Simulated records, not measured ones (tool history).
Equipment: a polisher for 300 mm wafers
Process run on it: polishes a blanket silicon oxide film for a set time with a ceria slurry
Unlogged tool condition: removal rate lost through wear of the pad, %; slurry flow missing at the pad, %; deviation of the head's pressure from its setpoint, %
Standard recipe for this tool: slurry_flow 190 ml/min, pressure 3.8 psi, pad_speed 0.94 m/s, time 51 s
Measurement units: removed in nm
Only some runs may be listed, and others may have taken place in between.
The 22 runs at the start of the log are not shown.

run	hour	slurry_flow	pressure	pad_speed	time	wafers since the last listed run	wafers polished on this pad	hours since the slurry nozzle was cleaned	hours since the head pressure was calibrated	incoming thickness of the incoming film, nm	removed
# hour 296.8: slurry nozzle cleaned
23	298.8	150	4.1	1.20	51	182	949	2.0	30.0	737.0	288.2
24	308.1	190	3.0	1.04	51	125	1074	11.3	39.3	718.1	185.5
# hour 320.1: worn pad replaced by a new one
25	325.2	190	3.8	0.94	51	176	68	28.4	56.4	738.4	227.9
26	349.0	190	3.8	0.94	51	320	388	52.2	80.2	727.0	226.6
27	363.2	190	3.0	0.74	51	190	579	66.4	94.4	717.5	138.5
28	377.3	215	2.9	0.94	44	189	769	80.5	108.5	725.3	146.9
29	384.6	190	3.8	0.94	51	98	867	87.8	115.8	728.2	218.1
30	401.6	190	4.9	0.94	51	228	1095	104.8	132.8	730.4	280.7
# hour 409.4: worn pad replaced by a new one
31	419.3	190	3.8	1.06	51	184	133	122.5	150.5	723.5	255.4
32	426.0	190	2.8	0.94	51	90	223	129.2	157.2	723.6	171.0

Run 33 comes next. What will it give?
33	442.5	215	3.8	0.80	51	221	445	145.7	173.7	733.0	?

removed: 197.8 nm
On a tool with no hidden condition, and with the same random variation, this run would have come out at removed 202.7 nm.
